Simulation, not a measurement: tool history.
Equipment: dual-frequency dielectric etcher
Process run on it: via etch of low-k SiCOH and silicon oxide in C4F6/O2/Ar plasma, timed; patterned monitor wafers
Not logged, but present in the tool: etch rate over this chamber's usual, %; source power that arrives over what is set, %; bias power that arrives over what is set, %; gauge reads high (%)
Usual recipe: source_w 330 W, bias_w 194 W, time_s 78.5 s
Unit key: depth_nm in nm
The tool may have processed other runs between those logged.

| run | hour | source_w | bias_w | time_s | wafers since the last listed run | hours since the last wet clean | hours since the last source power generator calibration | hours since the last bias power generator calibration | hours since the last upper electrode change | hours since the gauge calibration | read-back reference wafer on the same gauge, depth_nm | depth_nm |
|---|---|---|---|---|---|---|---|---|---|---|---|---|
| 1 | 0 | 330 | 194 | 78.5 | 0 | 378.8 | 1931.5 | 3535.4 | 4944.1 | 733.1 | 250.9 | 207.9 |
|  | 12.2 | gauge calibrated |
| 2 | 89.3 | 290 | 194 | 78.5 | 1100 | 468.1 | 2020.8 | 3624.7 | 5033.4 | 77.1 | 251.2 | 198.8 |
| 3 | 167.5 | 370 | 194 | 78.5 | 963 | 546.3 | 2099 | 3702.9 | 5111.6 | 155.3 | 251 | 216.4 |
|  | 197.4 | wet clean of the chamber |
| 4 | 244.2 | 330 | 194 | 78.5 | 649 | 46.8 | 2175.7 | 3779.6 | 5188.3 | 232 | 250.9 | 208 |
| 5 | 308.3 | 330 | 194 | 78.5 | 789 | 110.9 | 2239.8 | 3843.7 | 5252.4 | 296.1 | 251 | 206.8 |
| 6 | 396 | 330 | 205 | 78.5 | 1080 | 198.6 | 2327.5 | 3931.4 | 5340.1 | 383.8 | 251 | 212.9 |
|  | 484.8 | bias power generator calibrated |
| 7 | 498.8 | 330 | 205 | 78.5 | 1217 | 301.4 | 2430.3 | 14 | 5442.9 | 486.6 | 250.9 | 211.8 |
| 8 | 557.1 | 330 | 205 | 78.5 | 718 | 359.7 | 2488.6 | 72.3 | 5501.2 | 544.9 | 251.1 | 211.5 |
| 9 | 594 | 330 | 233 | 78.5 | 454 | 396.6 | 2525.5 | 109.2 | 5538.1 | 581.8 | 250.8 | 223.9 |
| 10 | 659.4 | 330 | 224 | 91 | 805 | 462 | 2590.9 | 174.6 | 5603.5 | 647.2 | 251.1 | 255.3 |
|  | 680 | source power generator calibrated |
|  | 714.3 | upper electrode replaced |
| 11 | 732.9 | 330 | 194 | 78.5 | 560 | 535.5 | 52.9 | 248.1 | 18.6 | 720.7 | 250.9 | 212 |
|  | 759 | gauge calibrated |
|  | 775.5 | wet clean of the chamber |
| 12 | 832.8 | 370 | 242 | 78.5 | 935 | 57.3 | 152.8 | 348 | 118.5 | 73.8 | 250.9 | 239.2 |
| 13 | 916.8 | 330 | 240 | 89 | 1034 | 141.3 | 236.8 | 432 | 202.5 | 157.8 | 251.2 | 261 |
| 14 | 978.8 | 400 | 231 | 86.5 | 763 | 203.3 | 298.8 | 494 | 264.5 | 219.8 | 250.8 | 267.6 |
| 15 | 1033.8 | 400 | 231 | 86.5 | 677 | 258.3 | 353.8 | 549 | 319.5 | 274.8 | 251 | 266.5 |
| 16 | 1101.8 | 280 | 239 | 63 | 837 | 326.3 | 421.8 | 617 | 387.5 | 342.8 | 251 | 174.6 |

The tool's hidden state at each run:
etch rate over this chamber's usual, %: 0, the same for each run
bias power that arrives over what is set, %: 0, the same for each run
gauge reads high (%): 0, the same for each run
H1: source power that arrives over what is set, %
| run | H1 |
|---|---|
| 1 | -3.84 |
| 2 | -4.02 |
| 3 | -4.17 |
| 4 | -4.32 |
| 5 | -4.44 |
| 6 | -4.61 |
| 7 | -4.81 |
| 8 | -4.92 |
| 9 | -5 |
| 10 | -5.12 |
| 11 | 0.417 |
| 12 | 0.223 |
| 13 | 0.0596 |
| 14 | -0.0609 |
| 15 | -0.168 |
| 16 | -0.3 |

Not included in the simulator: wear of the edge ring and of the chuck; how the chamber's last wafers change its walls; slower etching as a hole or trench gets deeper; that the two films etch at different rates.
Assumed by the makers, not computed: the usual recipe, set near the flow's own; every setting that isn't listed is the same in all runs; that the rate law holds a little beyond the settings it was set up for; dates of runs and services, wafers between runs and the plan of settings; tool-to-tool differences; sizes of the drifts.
